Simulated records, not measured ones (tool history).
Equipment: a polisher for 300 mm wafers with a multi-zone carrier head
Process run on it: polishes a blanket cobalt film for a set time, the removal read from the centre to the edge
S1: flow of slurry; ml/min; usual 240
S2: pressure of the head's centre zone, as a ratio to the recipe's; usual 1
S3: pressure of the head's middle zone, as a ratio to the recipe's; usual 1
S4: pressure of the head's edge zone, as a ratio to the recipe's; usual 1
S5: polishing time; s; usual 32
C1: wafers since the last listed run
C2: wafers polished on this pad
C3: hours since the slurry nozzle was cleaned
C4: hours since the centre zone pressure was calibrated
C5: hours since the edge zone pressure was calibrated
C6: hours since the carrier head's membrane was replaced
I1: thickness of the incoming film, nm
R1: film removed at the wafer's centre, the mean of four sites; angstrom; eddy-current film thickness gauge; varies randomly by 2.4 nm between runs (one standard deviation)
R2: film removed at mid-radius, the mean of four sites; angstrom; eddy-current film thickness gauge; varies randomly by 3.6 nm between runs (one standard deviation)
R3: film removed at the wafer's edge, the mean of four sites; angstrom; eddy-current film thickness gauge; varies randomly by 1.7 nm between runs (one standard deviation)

run	hour	S1	S2	S3	S4	S5	C1	C2	C3	C4	C5	C6	I1	R1	R2	R3
1	0	240	1	1	0.97	32	0	345	368	300	194.4	58	683.2	2700	2685	2598
2	42.4	240	1	1	0.97	32	321	667	410.4	342.4	236.8	100.4	679.4	2650	2681	2557
3	137.3	300	1	1	1	32	719	1387	505.3	437.3	331.7	195.3	691.5	2708	2593	2649
# hour 142.5: centre zone pressure recalibrated
4	219.9	300	1	1	1	32	611	1998	587.9	77.4	414.3	277.9	683	2692	2652	2614
5	256.6	300	1	1	1	32	278	2277	624.6	114.1	451	314.6	700.2	2722	2650	2629
6	343.2	240	1	1	1	32	656	2933	711.2	200.7	537.6	401.2	698.2	2631	2590	2570
# hour 396.8: worn pad replaced by a new one
7	397.3	240	1	1	1	32	380	3	765.3	254.8	591.7	455.3	689.5	2501	2544	2455
# hour 412.5: slurry nozzle cleaned
8	472	240	1	1	1	32	559	562	59.5	329.5	666.4	530	690.1	2446	2460	2405
9	524.2	240	1	1	1	26	395	958	111.7	381.7	718.6	582.2	700.7	1965	1954	1912
# hour 576.4: carrier head's membrane replaced by a new one
10	577.7	240	1	1	1	26	367	1326	165.2	435.2	772.1	1.3	679	1961	1892	1917
# hour 658.2: centre zone pressure recalibrated
# hour 659.6: worn pad replaced by a new one, repeated, since the last time left the tool worse
11	669.9	240	1	1	1	26	673	78	257.4	11.7	864.3	93.5	687.4	2221	2187	2160
12	719.7	240	0.89	1.09	1	41	377	456	307.2	61.5	914.1	143.3	687.4	3065	3651	3339
13	774.4	240	1	1	1	26	414	871	361.9	116.2	968.8	198	701.3	2192	2119	2127
14	878.1	240	1	1	1	32	786	1657	465.6	219.9	1072.5	301.7	690.9	2617	2628	2583
15	952.3	240	1	1.03	1.07	32	562	2220	539.8	294.1	1146.7	375.9	696.9	2639	2664	2651
# hour 992: edge zone pressure recalibrated
16	1049.2	160	1	0.9	1	32	719	2940	636.7	391	57.2	472.8	696	2433	2171	2450
# hour 1055.3: worn pad replaced by a new one
# hour 1061.2: slurry nozzle cleaned
17	1110.8	260	1	1.05	1.06	32	429	413	49.6	452.6	118.8	534.4	686.8	2747	2750	2733
# hour 1126.8: centre zone pressure recalibrated
18	1149.5	240	1	1	1	36	278	692	88.3	22.7	157.5	573.1	692.1	3010	2972	2943
# hour 1230.4: carrier head's membrane replaced by a new one
19	1256.4	240	1	1	1	32	772	1465	195.2	129.6	264.4	26	690.8	2660	2604	2603
20	1296.2	240	1	1	1	27	301	1766	235	169.4	304.2	65.8	684.2	2215	2151	2173
# hour 1502.3: worn pad replaced by a new one
21	1551.5	240	0.92	1.1	1	32	1906	373	490.3	424.7	559.5	321.1	697.8	2462	2926	2635
22	1590.7	185	1	1	1.06	32	297	670	529.5	463.9	598.7	360.3	688.2	2541	2590	2599
# hour 1613: centre zone pressure recalibrated
23	1683.8	240	1	1	1.07	32	691	1361	622.6	70.8	691.8	453.4	680.8	2622	2602	2701

Alternative continuations, all from the tool just after run 23; predict every row:
A	1684.2	240	1	1	0.96	32	3	1364	623	71.2	692.2	453.8	681.8	?	?	?
B	1684.2	285	1	0.96	0.9	32	3	1364	623	71.2	692.2	453.8	681.8	?	?	?
C	1684.2	240	1.05	1	1.07	32	3	1364	623	71.2	692.2	453.8	681.8	?	?	?

run	R1	R2	R3
A	2659	2623	2504
B	2720	2588	2470
C	2793	2622	2640
Take away the tool's hidden state, keep each run's random variation, and the runs would have read:
run	R1	R2	R3
A	2782	2744	2620
B	2846	2707	2584
C	2922	2743	2761
